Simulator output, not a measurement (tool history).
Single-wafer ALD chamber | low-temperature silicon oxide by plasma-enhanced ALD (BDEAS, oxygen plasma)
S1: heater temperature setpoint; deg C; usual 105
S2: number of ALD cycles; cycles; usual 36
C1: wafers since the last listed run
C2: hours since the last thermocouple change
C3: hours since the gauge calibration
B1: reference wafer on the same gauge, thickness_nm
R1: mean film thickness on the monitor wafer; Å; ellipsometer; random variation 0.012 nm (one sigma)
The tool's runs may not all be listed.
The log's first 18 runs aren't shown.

Run 19, day 10.221: usual settings; C1 53; C2 57.3; C3 12.5; B1 4.230. Result: R1 47.32 Å.
Run 20, day 10.912: usual settings; C1 83; C2 73.9; C3 29.1; B1 4.230. Result: R1 47.38 Å.
Run 21, day 11.758: usual settings; C1 102; C2 94.2; C3 49.4; B1 4.229. Result: R1 47.24 Å.
Run 22, day 12.179: usual settings; C1 50; C2 104.3; C3 59.5; B1 4.236. Result: R1 47.31 Å.
Run 23, day 12.804: usual settings but S1 98 deg C; C1 75; C2 119.3; C3 74.5; B1 4.230. Result: R1 48.10 Å.
Run 24, day 13.171: usual settings but S1 91 deg C, S2 39 cycles; C1 44; C2 128.1; C3 83.3; B1 4.226. Result: R1 53.57 Å.
Run 25, day 15.158: usual settings; C1 239; C2 175.8; C3 131.0; B1 4.230. Result: R1 47.48 Å.
Run 26, day 15.850: usual settings but S1 115 deg C, S2 33 cycles; C1 83; C2 192.4; C3 147.6; B1 4.228. Result: R1 42.64 Å.
Run 27, day 16.150: usual settings but S1 120 deg C, S2 34 cycles; C1 36; C2 199.6; C3 154.8; B1 4.233. Result: R1 43.71 Å.
Run 28, day 16.508: usual settings but S1 95 deg C, S2 31 cycles; C1 43; C2 208.2; C3 163.4; B1 4.232. Result: R1 41.97 Å.
Run 29, day 16.771: usual settings but S1 119 deg C, S2 32 cycles; C1 31; C2 214.5; C3 169.7; B1 4.228. Result: R1 41.04 Å.
Run 30, day 17.071: usual settings but S1 115 deg C, S2 42 cycles; C1 36; C2 221.7; C3 176.9; B1 4.229. Result: R1 54.35 Å.
Run 31, day 17.683: usual settings but S1 117 deg C, S2 40 cycles; C1 73; C2 236.4; C3 191.6; B1 4.234. Result: R1 51.50 Å.
Run 32, day 18.150: usual settings but S2 39 cycles; C1 56; C2 247.6; C3 202.8; B1 4.229. Result: R1 51.44 Å.
Run 33, day 18.692: usual settings; C1 65; C2 260.6; C3 215.8; B1 4.231. Result: R1 47.55 Å.
Run 34, day 19.388: usual settings but S1 116 deg C, S2 29 cycles; C1 83; C2 277.3; C3 232.5; B1 4.233. Result: R1 37.32 Å.

4 ways to go on from here, each from the tool as it stands after run 34. What would each give?
Run A, day 19.408: usual settings; C1 2; C2 277.8; C3 233.0; B1 ?. Result: R1 ?.
Run B, day 19.408: usual settings but S1 91 deg C, S2 43 cycles; C1 2; C2 277.8; C3 233.0; B1 ?. Result: R1 ?.
Run C, day 19.408: usual settings but S1 110 deg C, S2 40 cycles; C1 2; C2 277.8; C3 233.0; B1 ?. Result: R1 ?.
Run D, day 19.408: usual settings but S1 101 deg C, S2 40 cycles; C1 2; C2 277.8; C3 233.0; B1 ?. Result: R1 ?.

run     B1     R1
  A  4.225  47.55
  B  4.225  59.13
  C  4.225  52.36
  D  4.225  53.21
Without the tool's hidden state the same runs would have given:
run     R1
  A  47.55
  B  59.13
  C  52.36
  D  53.21
